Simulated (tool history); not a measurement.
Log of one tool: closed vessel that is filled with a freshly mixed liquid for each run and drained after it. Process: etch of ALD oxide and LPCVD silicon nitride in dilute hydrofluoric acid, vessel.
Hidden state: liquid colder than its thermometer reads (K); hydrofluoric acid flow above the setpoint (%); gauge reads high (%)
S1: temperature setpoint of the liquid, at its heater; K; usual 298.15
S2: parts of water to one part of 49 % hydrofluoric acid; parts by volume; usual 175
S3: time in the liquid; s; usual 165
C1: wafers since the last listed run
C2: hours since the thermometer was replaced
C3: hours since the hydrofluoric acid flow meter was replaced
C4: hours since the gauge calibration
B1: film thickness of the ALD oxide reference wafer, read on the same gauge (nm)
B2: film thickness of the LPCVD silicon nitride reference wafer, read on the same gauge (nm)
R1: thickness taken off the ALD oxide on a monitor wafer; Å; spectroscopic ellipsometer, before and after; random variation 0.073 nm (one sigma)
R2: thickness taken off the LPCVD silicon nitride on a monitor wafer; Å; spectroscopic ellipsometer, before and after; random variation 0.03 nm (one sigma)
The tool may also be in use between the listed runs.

Run 1, day 0.000: usual settings; C1 0; C2 1073.0; C3 888.1; C4 520.9; B1 39.95; B2 60.030. Result: R1 178.1 Å, R2 4.94 Å.
Run 2, day 3.250: usual settings but S2 135 parts by volume, S3 230 s; C1 6369; C2 1151.0; C3 966.1; C4 598.9; B1 39.99; B2 60.002. Result: R1 337.7 Å, R2 9.93 Å.
Run 3, day 4.908: usual settings but S2 135 parts by volume, S3 230 s; C1 3250; C2 1190.8; C3 1005.9; C4 638.7; B1 39.98; B2 60.024. Result: R1 339.3 Å, R2 8.13 Å.
Run 4, day 7.696: usual settings but S1 300.15 K; C1 5463; C2 1257.7; C3 1072.8; C4 705.6; B1 40.01; B2 60.013. Result: R1 191.8 Å, R2 6.32 Å.
Run 5, day 11.379: usual settings but S1 300.15 K; C1 7218; C2 1346.1; C3 1161.2; C4 794.0; B1 40.02; B2 60.027. Result: R1 192.5 Å, R2 6.12 Å.
Run 6, day 13.171: usual settings; C1 3511; C2 1389.1; C3 1204.2; C4 837.0; B1 40.02; B2 60.030. Result: R1 178.4 Å, R2 5.18 Å.
At day 14.533: thermometer replaced.
Run 7, day 17.621: usual settings; C1 8639; C2 74.1; C3 1311.0; C4 943.8; B1 39.97; B2 60.025. Result: R1 178.4 Å, R2 5.42 Å.
At day 20.967: hydrofluoric acid flow meter replaced.
Run 8, day 21.021: usual settings; C1 6581; C2 155.7; C3 1.3; C4 1025.4; B1 39.99; B2 59.982. Result: R1 174.4 Å, R2 5.00 Å.
Run 9, day 25.025: usual settings; C1 7847; C2 251.8; C3 97.4; C4 1121.5; B1 39.99; B2 60.029. Result: R1 176.5 Å, R2 5.33 Å.
Run 10, day 28.150: usual settings but S1 296.65 K, S2 235 parts by volume, S3 115 s; C1 6124; C2 326.8; C3 172.4; C4 1196.5; B1 40.01; B2 59.953. Result: R1 81.3 Å, R2 2.31 Å.
Run 11, day 30.554: usual settings but S2 100 parts by volume; C1 4711; C2 384.5; C3 230.1; C4 1254.2; B1 40.00; B2 59.985. Result: R1 337.8 Å, R2 7.89 Å.
At day 33.625: gauge calibrated.
Run 12, day 33.733: usual settings but S1 300.65 K, S2 245 parts by volume; C1 6230; C2 460.8; C3 306.4; C4 2.6; B1 39.98; B2 59.981. Result: R1 127.7 Å, R2 4.51 Å.
Run 13, day 36.588: usual settings; C1 5593; C2 529.3; C3 374.9; C4 71.1; B1 39.99; B2 59.933. Result: R1 176.4 Å, R2 4.87 Å.
Run 14, day 39.458: usual settings; C1 5626; C2 598.2; C3 443.8; C4 140.0; B1 40.00; B2 59.987. Result: R1 177.1 Å, R2 5.53 Å.
Run 15, day 43.412: usual settings but S1 301.15 K, S2 235 parts by volume, S3 225 s; C1 7749; C2 693.1; C3 538.7; C4 234.9; B1 40.00; B2 59.989. Result: R1 187.9 Å, R2 6.17 Å.
Run 16, day 44.967: usual settings but S1 301.65 K, S2 260 parts by volume, S3 240 s; C1 3045; C2 730.4; C3 576.0; C4 272.2; B1 40.02; B2 59.964. Result: R1 178.6 Å, R2 6.41 Å.
Run 17, day 47.333: usual settings but S1 294.65 K, S2 140 parts by volume, S3 200 s; C1 4638; C2 787.2; C3 632.8; C4 329.0; B1 39.99; B2 60.016. Result: R1 243.1 Å, R2 6.05 Å.
Run 18, day 49.175: usual settings; C1 3609; C2 831.4; C3 677.0; C4 373.2; B1 39.97; B2 59.971. Result: R1 177.2 Å, R2 5.05 Å.
Run 19, day 52.683: usual settings but S1 293.65 K, S2 130 parts by volume, S3 65 s; C1 6875; C2 915.6; C3 761.2; C4 457.4; B1 40.00; B2 59.961. Result: R1 82.8 Å, R2 2.10 Å.
Run 20, day 54.754: usual settings but S1 296.15 K, S2 115 parts by volume, S3 100 s; C1 4058; C2 965.3; C3 810.9; C4 507.1; B1 39.99; B2 59.976. Result: R1 162.0 Å, R2 4.49 Å.
Run 21, day 56.350: usual settings but S2 95 parts by volume; C1 3127; C2 1003.6; C3 849.2; C4 545.4; B1 40.03; B2 60.006. Result: R1 359.0 Å, R2 9.96 Å.
Run 22, day 58.358: usual settings but S1 293.65 K; C1 3935; C2 1051.8; C3 897.4; C4 593.6; B1 39.98; B2 60.012. Result: R1 150.5 Å, R2 3.72 Å.
Run 23, day 60.012: usual settings but S1 301.15 K, S2 130 parts by volume, S3 110 s; C1 3241; C2 1091.5; C3 937.1; C4 633.3; B1 40.01; B2 60.035. Result: R1 188.6 Å, R2 5.84 Å.
Run 24, day 62.658: usual settings but S1 302.65 K, S2 95 parts by volume, S3 125 s; C1 5185; C2 1155.0; C3 1000.6; C4 696.8; B1 39.98; B2 59.989. Result: R1 323.8 Å, R2 9.72 Å.
At day 68.729: thermometer replaced.
Run 25, day 71.208: usual settings but S2 125 parts by volume, S3 140 s; C1 16674; C2 59.5; C3 1205.8; C4 902.0; B1 40.00; B2 59.988. Result: R1 223.8 Å, R2 6.41 Å.
At day 80.200: hydrofluoric acid flow meter replaced.
Run 26, day 80.442: usual settings but S1 302.65 K, S2 260 parts by volume, S3 210 s; C1 18014; C2 281.1; C3 5.8; C4 1123.6; B1 40.01; B2 60.000. Result: R1 161.6 Å, R2 5.35 Å.

Some steps in R1 between neighbouring runs. How much of each would the tool show without its hidden state too (settings, what came in, random variation), and how much is left for the hidden state, with any gauge scatter that isn't in both results?
Run 7 -> 8: hydrofluoric acid flow meter replaced. R1 -4.0 Å: hidden state -2.7, all else -1.3.
Run 10 -> 11: S1 296.65 -> 298.15, S2 235 -> 100, S3 115 -> 165. R1 +256.5 Å: hidden state +1.2, all else +255.3.
Run 11 -> 12: S1 298.15 -> 300.65, S2 100 -> 245, gauge calibrated. R1 -210.1 Å: hidden state -0.7, all else -209.4.
Run 25 -> 26: S1 298.15 -> 302.65, S2 125 -> 260, S3 140 -> 210, hydrofluoric acid flow meter replaced. R1 -62.2 Å: hidden state -3.1, all else -59.1.
